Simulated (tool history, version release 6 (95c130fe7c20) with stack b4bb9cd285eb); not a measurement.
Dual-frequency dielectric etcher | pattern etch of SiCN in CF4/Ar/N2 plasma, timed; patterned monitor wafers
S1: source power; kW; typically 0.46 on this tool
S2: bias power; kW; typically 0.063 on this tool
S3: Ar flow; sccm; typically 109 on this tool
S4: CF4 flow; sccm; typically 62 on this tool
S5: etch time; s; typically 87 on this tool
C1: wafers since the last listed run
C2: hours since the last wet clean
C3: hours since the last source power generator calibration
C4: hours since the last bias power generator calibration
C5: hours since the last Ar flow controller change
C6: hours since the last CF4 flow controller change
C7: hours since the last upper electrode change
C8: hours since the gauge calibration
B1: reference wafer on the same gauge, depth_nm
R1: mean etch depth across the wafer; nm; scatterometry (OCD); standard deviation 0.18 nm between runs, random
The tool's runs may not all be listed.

run    hour    S1     S2   S3  S4    S5    C1     C2      C3      C4      C5      C6      C7      C8    B1    R1
  1       0  0.46  0.063  109  54    87     0  303.1     380     577  2554.7    1420  3428.7   646.4  73.2  68.5
      136.4  -- Ar flow controller replaced
  2   282.2  0.46  0.058  109  62    87  3351  585.3   662.2   859.2   145.8  1702.2  3710.9   928.6  73.2  67.6
  3   352.5  0.34  0.078  109  56    87   852  655.6   732.5   929.5   216.1  1772.5  3781.2   998.9  73.2    58
      383.2  -- CF4 flow controller replaced
  4   410.5  0.46  0.048  109  71   112   630  713.6   790.5   987.5   274.1    27.3  3839.2  1056.9  73.2    83
      489.9  -- wet clean of the chamber
  5   509.8  0.46  0.063  109  52    87   913   19.9   889.8  1086.8   373.4   126.6  3938.5  1156.2  73.2  67.6
  6   599.4  0.38  0.052  131  62    80  1087  109.5   979.4  1176.4     463   216.2  4028.1  1245.8  73.2  49.3
      632.6  -- upper electrode replaced, of another model than before
  7   660.7  0.46  0.047   82  62  75.5   452  170.8  1040.7  1237.7   524.3   277.5    28.1  1307.1  73.3  50.2
  8   741.3  0.46  0.079  132  62  96.5   977  251.4  1121.3  1318.3   604.9   358.1   108.7  1387.7  73.2  85.9
  9   827.6  0.46  0.068  109  62  61.5  1047  337.7  1207.6  1404.6   691.2   444.4     195    1474  73.2  50.9
 10   883.8  0.49  0.063  136  49    78   681  393.9  1263.8  1460.8   747.4   500.6   251.2  1530.2  73.2  61.2
 11   925.9  0.46  0.063  109  62    87   510    436  1305.9  1502.9   789.5   542.7   293.3  1572.3  73.2  68.3
 12  1027.2  0.49  0.063  109  49    87  1229  537.3  1407.2  1604.2   890.8     644   394.6  1673.6  73.1  70.3
     1045.2  -- bias power generator calibrated
 13  1088.8  0.53  0.063  109  62    87   698  598.9  1468.8    43.6   952.4   705.6   456.2  1735.2  73.2    82
     1124.3  -- wet clean of the chamber
 14  1164.3  0.46  0.078  109  62    87   624     40  1544.3   119.1  1027.9   781.1   531.7  1810.7  73.2  80.6
     1204.5  -- gauge calibrated
 15  1247.3  0.46  0.063  109  62    87  1007    123  1627.3   202.1  1110.9   864.1   614.7    42.8  73.2  69.9
 16  1353.7  0.46  0.063  109  66    62  1290  229.4  1733.7   308.5  1217.3   970.5   721.1   149.2  73.2  50.5
 17  1406.3   0.4  0.063  128  62    87   638    282  1786.3   361.1  1269.9  1023.1   773.7   201.8  73.2  58.5
 18  1483.1  0.56  0.063  109  53   102   931  358.8  1863.1   437.9  1346.7  1099.9   850.5   278.6  73.2  98.2
 19    1554  0.46  0.063  109  62    87   860  429.7    1934   508.8  1417.6  1170.8   921.4   349.5  73.2  69.5
 20  1602.5  0.46  0.063  109  62    87   588  478.2  1982.5   557.3  1466.1  1219.3   969.9     398  73.2  69.3

The tool's hidden state at each run:
etch rate over this chamber's usual, %: 0 on each run
source power that arrives over what is set, %: 0 on each run
Ar flow that arrives over what is set, %: 0 on each run
CF4 flow that arrives over what is set, %: 0 on each run
gauge reads high (%): 0 on each run
H1: bias power that arrives over what is set, %
run      H1
  1   -1.38
  2   -2.29
  3   -2.52
  4    -2.7
  5   -3.02
  6   -3.31
  7   -3.51
  8   -3.77
  9   -4.05
 10   -4.23
 11   -4.37
 12   -4.69
 13  -0.392
 14  -0.636
 15  -0.903
 16   -1.25
 17   -1.42
 18   -1.66
 19   -1.89
 20   -2.05

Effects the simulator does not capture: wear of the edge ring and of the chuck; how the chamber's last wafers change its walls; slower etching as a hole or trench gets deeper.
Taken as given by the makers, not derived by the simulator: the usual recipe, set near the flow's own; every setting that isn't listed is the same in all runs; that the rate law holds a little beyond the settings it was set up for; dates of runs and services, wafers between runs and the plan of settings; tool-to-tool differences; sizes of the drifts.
